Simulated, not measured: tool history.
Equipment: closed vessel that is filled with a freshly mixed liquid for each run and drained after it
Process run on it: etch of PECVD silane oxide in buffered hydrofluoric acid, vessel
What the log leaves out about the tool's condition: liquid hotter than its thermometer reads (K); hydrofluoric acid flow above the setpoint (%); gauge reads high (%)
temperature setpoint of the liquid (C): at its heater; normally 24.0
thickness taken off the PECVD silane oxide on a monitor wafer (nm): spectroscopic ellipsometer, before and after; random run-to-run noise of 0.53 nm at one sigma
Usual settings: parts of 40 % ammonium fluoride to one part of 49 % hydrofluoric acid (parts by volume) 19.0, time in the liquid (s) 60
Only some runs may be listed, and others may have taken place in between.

| run | hour | temperature setpoint of the liquid (C) | parts of 40 % ammonium fluoride to one part of 49 % hydrofluoric acid (parts by volume) | time in the liquid (s) | wafers since the last listed run | hours since the thermometer was replaced | hours since the hydrofluoric acid flow meter was replaced | hours since the gauge calibration | read-back film thickness of the PECVD silane oxide reference wafer, read on the same gauge (nm) | thickness taken off the PECVD silane oxide on a monitor wafer (nm) |
|---|---|---|---|---|---|---|---|---|---|---|
| 1 | 0.0 | 24.0 | 19.0 | 60 | 0 | 1756.7 | 1353.2 | 96.5 | 50.02 | 85.60 |
| 2 | 8.9 | 24.0 | 19.0 | 60 | 612 | 1765.6 | 1362.1 | 105.4 | 49.97 | 85.29 |
| 3 | 20.4 | 24.0 | 19.0 | 60 | 791 | 1777.1 | 1373.6 | 116.9 | 50.03 | 85.19 |
| 4 | 37.6 | 22.5 | 19.0 | 60 | 1184 | 1794.3 | 1390.8 | 134.1 | 50.04 | 78.39 |
| 5 | 46.6 | 22.5 | 19.0 | 60 | 619 | 1803.3 | 1399.8 | 143.1 | 50.02 | 79.17 |
| 6 | 58.3 | 22.5 | 19.0 | 60 | 805 | 1815.0 | 1411.5 | 154.8 | 49.99 | 77.59 |
| 7 | 70.1 | 24.0 | 19.0 | 60 | 812 | 1826.8 | 1423.3 | 166.6 | 49.97 | 85.42 |
| 8 | 83.2 | 24.0 | 24.0 | 70 | 902 | 1839.9 | 1436.4 | 179.7 | 50.04 | 81.05 |
| 9 | 97.1 | 24.0 | 14.5 | 60 | 957 | 1853.8 | 1450.3 | 193.6 | 50.03 | 111.11 |
| 10 | 113.6 | 24.0 | 14.5 | 60 | 1136 | 1870.3 | 1466.8 | 210.1 | 50.01 | 111.91 |
| 11 | 130.2 | 24.0 | 19.0 | 60 | 1143 | 1886.9 | 1483.4 | 226.7 | 50.00 | 84.49 |
| 12 | 140.3 | 24.0 | 23.0 | 75 | 695 | 1897.0 | 1493.5 | 236.8 | 49.98 | 90.52 |
|  | 143.6 | thermometer replaced |
| 13 | 155.4 | 24.0 | 23.0 | 75 | 971 | 11.8 | 1508.6 | 251.9 | 49.94 | 88.35 |
| 14 | 162.7 | 24.0 | 23.0 | 75 | 502 | 19.1 | 1515.9 | 259.2 | 49.94 | 89.66 |
| 15 | 180.2 | 24.0 | 25.0 | 60 | 1205 | 36.6 | 1533.4 | 276.7 | 49.99 | 66.94 |
| 16 | 188.9 | 24.0 | 25.0 | 60 | 599 | 45.3 | 1542.1 | 285.4 | 49.95 | 68.22 |
| 17 | 195.4 | 26.5 | 23.5 | 60 | 447 | 51.8 | 1548.6 | 291.9 | 50.00 | 80.73 |
|  | 200.2 | gauge calibrated |
| 18 | 207.9 | 27.0 | 14.0 | 70 | 860 | 64.3 | 1561.1 | 7.7 | 50.02 | 160.94 |
| 19 | 251.0 | 24.0 | 25.0 | 30 | 2968 | 107.4 | 1604.2 | 50.8 | 49.98 | 33.86 |
| 20 | 257.0 | 24.0 | 19.0 | 80 | 413 | 113.4 | 1610.2 | 56.8 | 49.99 | 114.10 |
| 21 | 274.3 | 24.0 | 19.0 | 70 | 1191 | 130.7 | 1627.5 | 74.1 | 50.03 | 100.78 |
| 22 | 283.0 | 24.0 | 19.0 | 85 | 599 | 139.4 | 1636.2 | 82.8 | 49.97 | 122.93 |
| 23 | 295.5 | 29.0 | 25.0 | 35 | 860 | 151.9 | 1648.7 | 95.3 | 49.99 | 52.20 |
| 24 | 304.7 | 24.0 | 19.0 | 30 | 633 | 161.1 | 1657.9 | 104.5 | 49.95 | 44.20 |
| 25 | 320.0 | 24.0 | 24.0 | 70 | 1053 | 176.4 | 1673.2 | 119.8 | 50.04 | 81.63 |
|  | 335.8 | hydrofluoric acid flow meter replaced |
| 26 | 336.3 | 24.0 | 19.0 | 60 | 1053 | 192.7 | 0.5 | 136.1 | 50.03 | 76.49 |
| 27 | 348.2 | 27.0 | 22.5 | 75 | 819 | 204.6 | 12.4 | 148.0 | 50.01 | 100.01 |
| 28 | 370.8 | 24.0 | 13.0 | 60 | 1556 | 227.2 | 35.0 | 170.6 | 49.98 | 110.72 |
| 29 | 387.1 | 24.0 | 24.0 | 70 | 1122 | 243.5 | 51.3 | 186.9 | 50.01 | 74.42 |

Run 30 is up next; what results do you expect?
| 30 | 394.1 | 29.0 | 14.0 | 90 | 482 | 250.5 | 58.3 | 193.9 | ? | ? |

For run 30 the tool returned read-back film thickness of the PECVD silane oxide reference wafer, read on the same gauge (nm) 50.02, thickness taken off the PECVD silane oxide on a monitor wafer (nm) 206.61.
Were there no unlogged condition in the tool, this run, its random variation unchanged, would have produced thickness taken off the PECVD silane oxide on a monitor wafer (nm) 203.87.
